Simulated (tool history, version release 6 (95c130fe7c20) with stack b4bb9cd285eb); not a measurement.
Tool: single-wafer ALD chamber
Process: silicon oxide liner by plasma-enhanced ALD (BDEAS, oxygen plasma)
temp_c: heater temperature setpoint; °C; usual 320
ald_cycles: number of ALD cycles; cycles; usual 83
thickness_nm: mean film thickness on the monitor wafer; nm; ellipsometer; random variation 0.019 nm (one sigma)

| run | day | temp_c | ald_cycles | wafers since the last listed run | hours since the last thermocouple change | hours since the gauge calibration | read-back reference wafer on the same gauge, thickness_nm | thickness_nm |
|---|---|---|---|---|---|---|---|---|
| 1 | 0 | 320 | 90 | 0 | 1797.1 | 577.8 | 7.541 | 8.081 |
| 2 | 2.042 | 320 | 90 | 317 | 1846.1 | 626.8 | 7.539 | 8.042 |
|  | 2.717 | gauge calibrated |
| 3 | 4.233 | 320 | 90 | 341 | 1898.7 | 36.4 | 7.541 | 8.036 |
| 4 | 5.962 | 312 | 92 | 269 | 1940.2 | 77.9 | 7.54 | 8.336 |
| 5 | 7.642 | 312 | 92 | 261 | 1980.5 | 118.2 | 7.543 | 8.353 |
| 6 | 10.383 | 312 | 92 | 426 | 2046.3 | 184 | 7.539 | 8.358 |
| 7 | 14.683 | 320 | 83 | 669 | 2149.5 | 287.2 | 7.539 | 7.449 |
| 8 | 17.433 | 320 | 83 | 428 | 2215.5 | 353.2 | 7.536 | 7.422 |
| 9 | 19.071 | 320 | 83 | 255 | 2254.8 | 392.5 | 7.537 | 7.414 |
| 10 | 21.55 | 307 | 89 | 386 | 2314.3 | 452 | 7.542 | 8.144 |
|  | 23.704 | thermocouple changed; heater temperature recalibrated |
| 11 | 23.725 | 320 | 67 | 286 | 0.5 | 504.2 | 7.54 | 6.008 |
| 12 | 25.879 | 320 | 83 | 335 | 52.2 | 555.9 | 7.54 | 7.441 |

Forecast run 13:
|  | 26.029 | gauge calibrated |
| 13 | 27.925 | 326 | 71 | 318 | 101.3 | 45.5 | ? | ? |

read-back reference wafer on the same gauge, thickness_nm: 7.542
thickness_nm: 6.317 nm
Without the tool's hidden state the same run would have given thickness_nm 6.317 nm.
